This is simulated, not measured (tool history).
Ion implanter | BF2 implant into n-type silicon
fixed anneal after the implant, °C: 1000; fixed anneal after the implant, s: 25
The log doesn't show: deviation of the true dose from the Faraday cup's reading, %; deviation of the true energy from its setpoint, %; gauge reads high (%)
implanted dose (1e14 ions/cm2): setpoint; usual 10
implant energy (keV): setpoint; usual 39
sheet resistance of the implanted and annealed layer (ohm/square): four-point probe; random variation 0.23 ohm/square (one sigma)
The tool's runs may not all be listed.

run    day  implanted dose (1e14 ions/cm2)  implant energy (keV)  wafers since the last listed run  hours since the last dose calibration  hours since the extraction supply was calibrated  hours since the gauge calibration  read-back reference wafer on the same gauge, sheet resistance  sheet resistance of the implanted and annealed layer (ohm/square)
  1      0                           11.02                    30                                 0                                 1498.7                                            4453.9                               55.1                                                         151.96                                                             159.29
  2  0.642                              10                    39                               391                                 1514.1                                            4469.3                               70.5                                                         152.05                                                             149.36
  3  1.038                              10                    39                               241                                 1523.6                                            4478.8                                 80                                                         151.91                                                             149.78
  4  1.612                              10                    39                               350                                 1537.4                                            4492.6                               93.8                                                         152.05                                                             149.74
  5  2.162                              10                    39                               335                                 1550.6                                            4505.8                                107                                                         152.11                                                             149.45
  6  2.733                              10                    39                               348                                 1564.3                                            4519.5                              120.7                                                         152.07                                                             149.47
  7  3.371                              10                    39                               388                                 1579.6                                            4534.8                                136                                                         152.01                                                             149.59
  8  3.771                              10                    39                               244                                 1589.2                                            4544.4                              145.6                                                         152.08                                                             149.14
     4.308  -- extraction supply calibrated
  9  5.275                              10                    39                               714                                 1625.3                                              23.2                              181.7                                                         151.98                                                             149.18
 10  6.017                              10                    39                               452                                 1643.1                                                41                              199.5                                                         152.03                                                             149.45
 11  6.338                            8.97                    39                               195                                 1650.8                                              48.7                              207.2                                                         151.97                                                             158.01
 12  6.771                           12.88                    30                               264                                 1661.2                                              59.1                              217.6                                                            152                                                             151.88
         7  -- gauge calibrated
 13  7.125                           11.04                    39                               216                                 1669.7                                              67.6                                  3                                                         151.97                                                             143.18

Run 14 comes next. What will it give?
 14  7.871                              10                    39                               455                                 1687.6                                              85.5                               20.9                                                              ?                                                                  ?

{"run 14": {"read-back reference wafer on the same gauge, sheet resistance": 151.91, "sheet resistance of the implanted and annealed layer (ohm/square)": 149.42}}
Without the tool's hidden state the same run would have given sheet resistance of the implanted and annealed layer (ohm/square) 152.09.
